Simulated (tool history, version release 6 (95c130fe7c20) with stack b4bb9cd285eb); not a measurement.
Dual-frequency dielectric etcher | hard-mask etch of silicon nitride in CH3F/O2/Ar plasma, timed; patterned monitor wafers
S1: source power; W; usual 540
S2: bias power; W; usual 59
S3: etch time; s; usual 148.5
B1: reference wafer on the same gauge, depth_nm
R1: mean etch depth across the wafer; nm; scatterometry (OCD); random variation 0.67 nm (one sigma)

run 1 day=0.000 | S1=540 S2=59 S3=148.5 | B1=91.7 | R1=107.8
run 2 day=0.567 | S1=540 S2=59 S3=148.5 | B1=91.9 | R1=107.7
run 3 day=1.196 | S1=640 S2=59 S3=148.5 | B1=91.9 | R1=112.3
run 4 day=1.592 | S1=640 S2=59 S3=148.5 | B1=92.0 | R1=111.9
run 5 day=2.212 | S1=540 S2=59 S3=148.5 | B1=92.2 | R1=108.0
run 6 day=2.683 | S1=540 S2=59 S3=148.5 | B1=92.1 | R1=107.4
-- day=3.892 source power generator calibrated
run 7 day=3.912 | S1=460 S2=63 S3=113.0 | B1=91.7 | R1=81.6
run 8 day=4.492 | S1=470 S2=45 S3=191.5 | B1=92.2 | R1=121.3
run 9 day=5.004 | S1=540 S2=68 S3=148.5 | B1=92.4 | R1=112.7
run 10 day=5.479 | S1=540 S2=59 S3=148.5 | B1=92.1 | R1=107.9
run 11 day=5.875 | S1=450 S2=59 S3=117.0 | B1=92.0 | R1=81.4
run 12 day=6.354 | S1=540 S2=59 S3=148.5 | B1=92.2 | R1=108.6
run 13 day=6.938 | S1=540 S2=59 S3=148.5 | B1=91.9 | R1=108.9
run 14 day=7.675 | S1=640 S2=59 S3=148.5 | B1=92.0 | R1=115.3
run 15 day=8.217 | S1=400 S2=59 S3=148.5 | B1=92.0 | R1=101.9
run 16 day=8.550 | S1=540 S2=59 S3=148.5 | B1=92.1 | R1=107.9
run 17 day=9.117 | S1=480 S2=54 S3=186.0 | B1=91.7 | R1=128.5
run 18 day=9.421 | S1=400 S2=73 S3=176.0 | B1=91.8 | R1=129.6
-- day=11.025 wet clean of the chamber
-- day=11.267 upper electrode replaced
run 19 day=11.288 | S1=540 S2=71 S3=126.5 | B1=92.0 | R1=95.1
-- day=11.483 bias power generator calibrated
run 20 day=11.762 | S1=480 S2=73 S3=110.5 | B1=91.7 | R1=82.3
run 21 day=12.146 | S1=540 S2=59 S3=148.5 | B1=92.0 | R1=105.7
-- day=12.258 gauge calibrated
run 22 day=12.675 | S1=470 S2=70 S3=177.5 | B1=91.8 | R1=129.3
run 23 day=12.975 | S1=540 S2=73 S3=136.0 | B1=92.2 | R1=104.1
run 24 day=13.492 | S1=540 S2=59 S3=148.5 | B1=92.0 | R1=105.4
run 25 day=14.479 | S1=450 S2=69 S3=105.0 | B1=92.4 | R1=75.4
run 26 day=14.783 | S1=540 S2=54 S3=148.5 | B1=91.8 | R1=102.5
run 27 day=16.221 | S1=410 S2=74 S3=114.0 | B1=92.2 | R1=82.7
run 28 day=16.638 | S1=540 S2=59 S3=148.5 | B1=92.1 | R1=106.1
run 29 day=17.708 | S1=540 S2=59 S3=123.5 | B1=92.3 | R1=89.7

Forecast each of these 5 alternatives for the next run:
run A day=17.729 | S1=540 S2=50 S3=148.5 | B1=? | R1=?
run B day=17.729 | S1=580 S2=59 S3=126.0 | B1=? | R1=?
run C day=17.729 | S1=540 S2=59 S3=185.5 | B1=? | R1=?
run D day=17.729 | S1=640 S2=51 S3=173.0 | B1=? | R1=?
run E day=17.729 | S1=640 S2=69 S3=136.5 | B1=? | R1=?

run=A B1=92.0 R1=101.5
run=B B1=92.0 R1=93.4
run=C B1=92.0 R1=134.6
run=D B1=92.0 R1=125.3
run=E B1=92.0 R1=110.3
Without the tool's hidden state the same runs would have given:
run=A R1=99.5
run=B R1=91.5
run=C R1=132.0
run=D R1=122.9
run=E R1=108.2
